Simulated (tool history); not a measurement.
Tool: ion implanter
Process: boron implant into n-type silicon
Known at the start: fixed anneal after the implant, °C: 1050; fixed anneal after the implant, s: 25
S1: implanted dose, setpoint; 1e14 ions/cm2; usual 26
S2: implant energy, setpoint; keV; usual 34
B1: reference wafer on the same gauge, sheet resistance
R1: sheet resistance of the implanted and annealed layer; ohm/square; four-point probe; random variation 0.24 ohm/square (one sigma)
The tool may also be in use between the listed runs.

Run 1, hour 0: usual settings but S2 41 keV; B1 45.49. Result: R1 47.26 ohm/square.
Run 2, hour 33.1: usual settings but S2 41 keV; B1 45.5. Result: R1 47.44 ohm/square.
Run 3, hour 65.2: usual settings but S2 41 keV; B1 45.48. Result: R1 47.56 ohm/square.
Run 4, hour 87.4: usual settings but S1 30.54 1e14 ions/cm2, S2 41.5 keV; B1 45.5. Result: R1 41.9 ohm/square.
Run 5, hour 114.4: usual settings; B1 45.54. Result: R1 48.76 ohm/square.
Run 6, hour 143.1: usual settings but S2 38.5 keV; B1 45.53. Result: R1 48.09 ohm/square.
Run 7, hour 166: usual settings but S2 38.5 keV; B1 45.55. Result: R1 48.1 ohm/square.
Run 8, hour 182.5: usual settings; B1 45.54. Result: R1 48.72 ohm/square.
Run 9, hour 202.5: usual settings; B1 45.51. Result: R1 49.22 ohm/square.
Run 10, hour 227.1: usual settings but S2 31 keV; B1 45.53. Result: R1 49.72 ohm/square.
Run 11, hour 262: usual settings but S2 31 keV; B1 45.49. Result: R1 50.23 ohm/square.
Run 12, hour 276.3: usual settings but S2 31 keV; B1 45.47. Result: R1 49.58 ohm/square.
At hour 304.3: gauge calibrated.
Run 13, hour 355: usual settings but S1 20.66 1e14 ions/cm2; B1 45.48. Result: R1 59.27 ohm/square.
Run 14, hour 388.6: usual settings; B1 45.48. Result: R1 49.25 ohm/square.
Run 15, hour 405.6: usual settings; B1 45.52. Result: R1 49.34 ohm/square.
Run 16, hour 432.3: usual settings; B1 45.5. Result: R1 49.34 ohm/square.
Run 17, hour 467.4: usual settings; B1 45.46. Result: R1 48.97 ohm/square.
At hour 507.3: Faraday cup replaced and dose calibrated.
Run 18, hour 507.8: usual settings; B1 45.49. Result: R1 45.67 ohm/square.
Run 19, hour 526.7: usual settings but S2 29 keV; B1 45.56. Result: R1 46.99 ohm/square.
Run 20, hour 557.2: usual settings; B1 45.49. Result: R1 45.49 ohm/square.
Run 21, hour 583.3: usual settings but S1 33.43 1e14 ions/cm2, S2 45 keV; B1 45.52. Result: R1 36.95 ohm/square.
Run 22, hour 604.8: usual settings but S1 18.46 1e14 ions/cm2, S2 30.5 keV; B1 45.5. Result: R1 60.54 ohm/square.
Run 23, hour 635.8: usual settings; B1 45.5. Result: R1 45.6 ohm/square.
Run 24, hour 652.6: usual settings but S1 23.79 1e14 ions/cm2; B1 45.51. Result: R1 48.76 ohm/square.
At hour 666: Faraday cup replaced and dose calibrated, repeated, since the last time left the tool worse.
At hour 678.4: extraction supply calibrated.
Run 25, hour 681.9: usual settings but S1 31.28 1e14 ions/cm2, S2 26 keV; B1 45.51. Result: R1 45.32 ohm/square.
Run 26, hour 712.5: usual settings but S1 33.69 1e14 ions/cm2; B1 45.49. Result: R1 40.35 ohm/square.
Run 27, hour 734.2: usual settings but S1 27.99 1e14 ions/cm2, S2 24 keV; B1 45.54. Result: R1 49.24 ohm/square.
Run 28, hour 759.5: usual settings but S1 33.74 1e14 ions/cm2, S2 26.5 keV; B1 45.51. Result: R1 43.05 ohm/square.
Run 29, hour 787.9: usual settings but S1 29.4 1e14 ions/cm2, S2 39 keV; B1 45.51. Result: R1 42.67 ohm/square.
Run 30, hour 803.3: usual settings; B1 45.5. Result: R1 48.02 ohm/square.
Run 31, hour 820.5: usual settings but S1 30.54 1e14 ions/cm2, S2 41.5 keV; B1 45.46. Result: R1 41.78 ohm/square.
Run 32, hour 840.9: usual settings but S1 33.55 1e14 ions/cm2, S2 27.5 keV; B1 45.53. Result: R1 43.19 ohm/square.
Run 33, hour 858: usual settings but S1 31.94 1e14 ions/cm2, S2 38.5 keV; B1 45.51. Result: R1 41.19 ohm/square.
Run 34, hour 892.6: usual settings; B1 45.55. Result: R1 48.26 ohm/square.

The tool's hidden state at each run:
deviation of the true energy from its setpoint, %: 0 in every run
gauge reads high (%): 0 in every run
H1: deviation of the true dose from the Faraday cup's reading, %
run      H1
  1   -3.01
  2   -3.18
  3   -3.33
  4   -3.43
  5   -3.54
  6   -3.65
  7   -3.72
  8   -3.77
  9   -3.83
 10    -3.9
 11   -3.99
 12   -4.02
 13   -4.18
 14   -4.24
 15   -4.27
 16    -4.3
 17   -4.35
 18    6.51
 19    6.25
 20    5.87
 21    5.57
 22    5.34
 23    5.04
 24    4.89
 25  -0.141
 26   -0.53
 27  -0.783
 28   -1.06
 29   -1.34
 30   -1.48
 31   -1.63
 32    -1.8
 33   -1.93
 34   -2.18
